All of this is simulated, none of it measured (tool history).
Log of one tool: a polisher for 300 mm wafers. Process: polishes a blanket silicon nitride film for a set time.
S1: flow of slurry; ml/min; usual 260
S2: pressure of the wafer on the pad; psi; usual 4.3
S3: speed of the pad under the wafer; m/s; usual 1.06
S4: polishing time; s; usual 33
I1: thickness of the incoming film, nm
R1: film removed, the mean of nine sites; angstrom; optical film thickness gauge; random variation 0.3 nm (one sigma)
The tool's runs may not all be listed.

run,day,S1,S2,S3,S4,I1,R1
1,0.000,260,4.3,1.06,33,804.1,646
2,0.358,260,4.3,1.06,33,805.8,642
# day 0.583: worn pad replaced by a new one
3,0.750,260,4.3,1.06,33,801.7,666
4,1.088,260,4.3,1.06,33,796.7,654
5,1.371,260,4.3,1.06,33,796.7,641
# day 2.100: worn pad replaced by a new one
6,2.121,260,4.3,1.06,25,800.6,501
7,2.592,260,4.3,1.06,33,799.5,639
8,3.196,260,3.8,1.06,33,793.5,562
# day 3.550: worn pad replaced by a new one
9,3.600,260,4.3,1.06,26,807.9,522
10,3.988,260,4.3,1.06,33,789.1,634
11,4.246,170,4.3,1.40,22,812.5,477
# day 4.908: head pressure recalibrated
12,4.929,260,4.3,1.06,33,816.3,628
# day 5.104: slurry nozzle cleaned
# day 5.121: worn pad replaced by a new one
13,5.179,220,4.3,1.06,33,803.7,686
14,5.662,260,4.3,0.80,33,793.7,543
# day 6.558: worn pad replaced by a new one
15,6.579,345,4.3,0.92,33,803.2,645

5 ways to go on from here, each from the tool as it stands after run 15. What would each give?
A,6.596,260,2.9,1.06,33,799.4,?
B,6.596,260,5.2,0.74,28,799.4,?
C,6.596,260,4.8,0.70,22,799.4,?
D,6.596,260,3.7,1.06,33,799.4,?
E,6.596,170,5.4,1.26,44,799.4,?

run,R1
A,496
B,531
C,371
D,614
E,1242
Without the tool's hidden state the same runs would have given:
run,R1
A,499
B,535
C,374
D,618
E,1252
